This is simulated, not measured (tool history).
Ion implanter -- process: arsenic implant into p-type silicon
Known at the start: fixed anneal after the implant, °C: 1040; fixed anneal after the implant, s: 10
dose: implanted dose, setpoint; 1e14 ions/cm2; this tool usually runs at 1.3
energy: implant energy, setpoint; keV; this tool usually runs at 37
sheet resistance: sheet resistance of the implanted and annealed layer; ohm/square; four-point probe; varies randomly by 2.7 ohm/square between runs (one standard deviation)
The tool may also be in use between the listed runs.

| run | day | dose | energy | read-back reference wafer on the same gauge, sheet resistance | sheet resistance |
|---|---|---|---|---|---|
| 1 | 0 | 1.56 | 27 | 519.49 | 499.85 |
| 2 | 1.212 | 1.3 | 37 | 518.25 | 539.95 |
| 3 | 1.779 | 1.3 | 37 | 518.43 | 539.66 |
| 4 | 3.212 | 1.3 | 44 | 518.46 | 521.82 |
| 5 | 4.529 | 1.3 | 28.5 | 517.45 | 564.53 |
| 6 | 5.317 | 1.3 | 28.5 | 516.81 | 563.35 |
| 7 | 5.867 | 1.3 | 37 | 516.12 | 534.46 |
| 8 | 6.525 | 1.3 | 37 | 515.71 | 535.72 |
| 9 | 7.842 | 1.3 | 37 | 514.8 | 539.16 |
| 10 | 8.562 | 1.3 | 37 | 515.23 | 533.16 |
| 11 | 9.908 | 1.13 | 37 | 513.55 | 587.82 |
| 12 | 13.671 | 1.6 | 45.5 | 512.98 | 442.65 |
| 13 | 17.583 | 1.6 | 45.5 | 510.6 | 444.29 |
| 14 | 18.446 | 1.4 | 28.5 | 511.52 | 519.86 |
| 15 | 19.792 | 1.3 | 37 | 508.78 | 527.88 |
|  | 19.883 | gauge calibrated |
| 16 | 23.55 | 1.3 | 37 | 519.19 | 539.68 |
| 17 | 24.325 | 1.3 | 37 | 519.37 | 543.08 |
| 18 | 24.912 | 1.16 | 44.5 | 518.17 | 565.99 |
| 19 | 25.938 | 1.16 | 44.5 | 518 | 562.9 |
| 20 | 26.438 | 1.3 | 37 | 518.39 | 536.38 |
| 21 | 27.042 | 1.66 | 27.5 | 517.49 | 479.55 |
| 22 | 27.729 | 1.05 | 27 | 516.95 | 656.87 |
| 23 | 28.679 | 1.3 | 37 | 516.27 | 540.58 |
| 24 | 30 | 1.13 | 45 | 516.12 | 567.86 |
|  | 30.862 | extraction supply calibrated |
| 25 | 30.883 | 1.3 | 37 | 515.9 | 535.27 |
| 26 | 31.888 | 1.43 | 42 | 515.96 | 490.56 |
| 27 | 33.054 | 1.16 | 44.5 | 513.74 | 555.5 |
|  | 33.996 | Faraday cup replaced and dose calibrated |
| 28 | 34.375 | 1.3 | 37 | 514.39 | 535.35 |
| 29 | 35.146 | 1.19 | 50 | 514.6 | 539.33 |
| 30 | 35.896 | 1.3 | 37 | 512.77 | 530.55 |
| 31 | 36.471 | 1.53 | 32 | 513.85 | 485.27 |
| 32 | 37.962 | 1.03 | 31.5 | 511.72 | 641.08 |
| 33 | 39.104 | 0.98 | 37 | 511.16 | 640.99 |
| 34 | 40.371 | 1.3 | 37 | 510.29 | 525.14 |
| 35 | 41.304 | 1.62 | 29.5 | 510.89 | 471.62 |
| 36 | 42.108 | 1.57 | 29 | 508.69 | 486.57 |
| 37 | 43.267 | 1.09 | 33 | 510.04 | 612.3 |
| 38 | 44.112 | 1.06 | 48.5 | 509.09 | 576.4 |

Below are 3 alternative next runs, each starting from the tool's condition after run 38. Predict each:
| A | 44.129 | 1.57 | 37 | ? | ? |
| B | 44.129 | 1.65 | 40.5 | ? | ? |
| C | 44.129 | 1.49 | 37 | ? | ? |

| run | read-back reference wafer on the same gauge, sheet resistance | sheet resistance |
|---|---|---|
| A | 508.93 | 463.1 |
| B | 508.93 | 440.45 |
| C | 508.93 | 480.41 |
Without the tool's unlogged condition, the same runs would have read:
| run | sheet resistance |
|---|---|
| A | 473.99 |
| B | 450.8 |
| C | 491.71 |
